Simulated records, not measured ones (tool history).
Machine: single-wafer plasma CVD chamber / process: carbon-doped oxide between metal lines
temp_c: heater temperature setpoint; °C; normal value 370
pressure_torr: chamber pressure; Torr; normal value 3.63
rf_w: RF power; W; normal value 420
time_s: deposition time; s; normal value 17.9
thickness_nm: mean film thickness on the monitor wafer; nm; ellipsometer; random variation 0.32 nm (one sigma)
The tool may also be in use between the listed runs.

run,day,temp_c,pressure_torr,rf_w,time_s,wafers since the last listed run,hours since the last thermocouple change,hours since the last RF generator calibration,hours since the last manometer calibration,hours since the showerhead was replaced,hours since the gauge calibration,"read-back reference wafer on the same gauge, thickness_nm",thickness_nm
1,0,370,3.1,470,17.9,0,2668.9,941.5,3143.5,6073.8,102.4,76.519,75.032
2,0.492,370,3.1,470,17.9,163,2680.7,953.3,3155.3,6085.6,114.2,76.405,76.056
3,2.45,370,3.1,470,17.9,649,2727.7,1000.3,3202.3,6132.6,161.2,76.513,75.433
4,3.096,370,3.63,420,17.9,214,2743.2,1015.8,3217.8,6148.1,176.7,76.489,70.922
5,3.517,370,3.63,420,17.9,139,2753.3,1025.9,3227.9,6158.2,186.8,76.319,70.46
# day 3.908: RF generator calibrated
# day 3.975: capacitance manometer re-zeroed and calibrated
6,4.183,370,3.63,420,17.9,88,2769.3,6.6,5,6174.2,202.8,76.416,70.218
# day 5.058: thermocouple changed; heater temperature recalibrated
7,5.079,370,3.63,420,17.9,186,0.5,28.1,26.5,6195.7,224.3,76.399,70.09
8,5.367,376,3.63,355,17.9,95,7.4,35,33.4,6202.6,231.2,76.697,59.49
9,6.021,370,3.63,420,17.9,216,23.1,50.7,49.1,6218.3,246.9,76.539,70.728
# day 6.846: showerhead replaced
10,6.867,370,3.63,380,19.1,169,43.4,71,69.4,0.5,267.2,76.393,69.382
# day 6.967: gauge calibrated
11,7.104,361,3.63,420,15.9,78,49.1,76.7,75.1,6.2,3.3,76.599,64.212
12,7.383,376,3.28,380,19.9,92,55.8,83.4,81.8,12.9,10,76.529,69.243
13,7.683,370,3.63,420,20.6,99,63,90.6,89,20.1,17.2,76.603,81.006
14,8.229,370,3.63,475,17.9,181,76.1,103.7,102.1,33.2,30.3,76.403,78.213
15,8.862,381,4.33,470,16.6,210,91.3,118.9,117.3,48.4,45.5,76.519,72.888
16,10.496,356,2.9,420,17.9,541,130.5,158.1,156.5,87.6,84.7,76.472,71.039
17,10.942,370,3.1,470,17.9,147,141.2,168.8,167.2,98.3,95.4,76.462,76.545
18,11.642,370,4.28,445,17.9,232,158,185.6,184,115.1,112.2,76.438,76.869

What if the next run were any one of these 5? Each begins from the tool's condition after run 18:
A,11.658,370,3.63,400,17.9,5,158.4,186,184.4,115.5,112.6,?,?
B,11.658,370,3.08,420,17.9,5,158.4,186,184.4,115.5,112.6,?,?
C,11.658,370,2.81,420,17.9,5,158.4,186,184.4,115.5,112.6,?,?
D,11.658,378,3.63,420,21.4,5,158.4,186,184.4,115.5,112.6,?,?
E,11.658,370,3.12,420,20.5,5,158.4,186,184.4,115.5,112.6,?,?

run,"read-back reference wafer on the same gauge, thickness_nm",thickness_nm
A,76.501,68.117
B,76.501,69.484
C,76.501,68.867
D,76.501,83.241
E,76.501,79.503
Without the tool's unlogged condition, the same runs would have read:
run,thickness_nm
A,68.117
B,69.484
C,68.867
D,83.241
E,79.503
